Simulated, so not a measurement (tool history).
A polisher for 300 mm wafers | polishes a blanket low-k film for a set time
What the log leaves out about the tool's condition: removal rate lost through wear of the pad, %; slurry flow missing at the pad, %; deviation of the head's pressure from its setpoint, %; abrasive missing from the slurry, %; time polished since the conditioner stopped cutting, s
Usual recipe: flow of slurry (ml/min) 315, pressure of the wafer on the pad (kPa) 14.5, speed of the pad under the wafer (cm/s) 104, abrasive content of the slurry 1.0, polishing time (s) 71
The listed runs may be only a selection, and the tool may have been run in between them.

run   hour  flow of slurry (ml/min)  pressure of the wafer on the pad (kPa)  speed of the pad under the wafer (cm/s)  abrasive content of the slurry  polishing time (s)  wafers since the last listed run  wafers polished on this pad  hours since the slurry nozzle was cleaned  hours since the head pressure was calibrated  hours since the slurry blender was calibrated  hours since the conditioning disc was replaced  incoming thickness of the incoming film, nm  film removed (nm)
  1    0.0                      315                                    14.5                                      104                             1.2                  71                                 0                         3920                                      177.8                                         748.4                                          493.9                                           351.3                                        331.3               36.5
      42.0  -- worn pad replaced by a new one
      54.1  -- slurry blender recalibrated
  2   61.8                      315                                    14.5                                      104                             1.2                  71                               676                          215                                      239.6                                         810.2                                            7.7                                           413.1                                        327.8               39.5
  3   93.0                      315                                    14.5                                      104                             1.2                  71                               378                          593                                      270.8                                         841.4                                           38.9                                           444.3                                        330.8               38.9
     127.5  -- conditioning disc replaced and pad reconditioned
  4  156.9                      315                                    14.5                                      104                             1.0                  71                               750                         1344                                      334.7                                         905.3                                          102.8                                            29.4                                        323.5               35.1
  5  182.2                      315                                    14.5                                      104                             1.0                  71                               306                         1651                                      360.0                                         930.6                                          128.1                                            54.7                                        332.9               35.0
  6  206.5                      315                                    12.4                                      104                             1.0                  71                               294                         1946                                      384.3                                         954.9                                          152.4                                            79.0                                        331.5               31.9
  7  258.1                      315                                    14.5                                      104                             1.0                  71                               625                         2572                                      435.9                                        1006.5                                          204.0                                           130.6                                        330.0               34.5
  8  307.3                      315                                    14.5                                      104                             1.0                  71                               596                         3168                                      485.1                                        1055.7                                          253.2                                           179.8                                        327.6               34.5
  9  331.4                      315                                    14.5                                      104                             1.0                  71                               292                         3461                                      509.2                                        1079.8                                          277.3                                           203.9                                        325.7               34.0
 10  376.0                      315                                    10.3                                       72                             1.0                  83                               540                         4002                                      553.8                                        1124.4                                          321.9                                           248.5                                        327.5               27.5
     386.8  -- slurry nozzle cleaned
     434.5  -- head pressure recalibrated
 11  447.2                      315                                    14.5                                      104                             1.0                  71                               827                         4829                                       60.4                                          12.7                                          393.1                                           319.7                                        330.1               34.1
     467.7  -- worn pad replaced by a new one
 12  517.4                      260                                    12.4                                      120                             1.0                  71                               802                          603                                      130.6                                          82.9                                          463.3                                           389.9                                        331.7               32.1
     561.5  -- conditioning disc replaced and pad reconditioned
     598.4  -- slurry blender recalibrated
 13  684.2                      315                                    14.5                                      104                             1.0                  71                              1974                         2577                                      297.4                                         249.7                                           85.8                                           122.7                                        334.2               34.8
 14  714.7                      315                                    15.9                                      104                             1.0                  59                               369                         2947                                      327.9                                         280.2                                          116.3                                           153.2                                        330.3               30.7
 15  755.4                      315                                    14.5                                      104                             1.0                  71                               493                         3441                                      368.6                                         320.9                                          157.0                                           193.9                                        325.3               34.5
 16  816.8                      315                                    14.5                                      104                             1.0                  71                               744                         4186                                      430.0                                         382.3                                          218.4                                           255.3                                        330.0               34.5
     828.1  -- worn pad replaced by a new one
 17  872.2                      315                                    14.5                                      104                             1.0                  71                               623                          535                                      485.4                                         437.7                                          273.8                                           310.7                                        334.1               34.4

For run 18, what comes out?
 18  907.4                      315                                    11.0                                      132                             0.9                  71                               426                          962                                      520.6                                         472.9                                          309.0                                           345.9                                        326.0                  ?

film removed (nm): 30.9
On a tool with no hidden condition, and with the same random variation, this run would have come out at film removed (nm) 33.1.
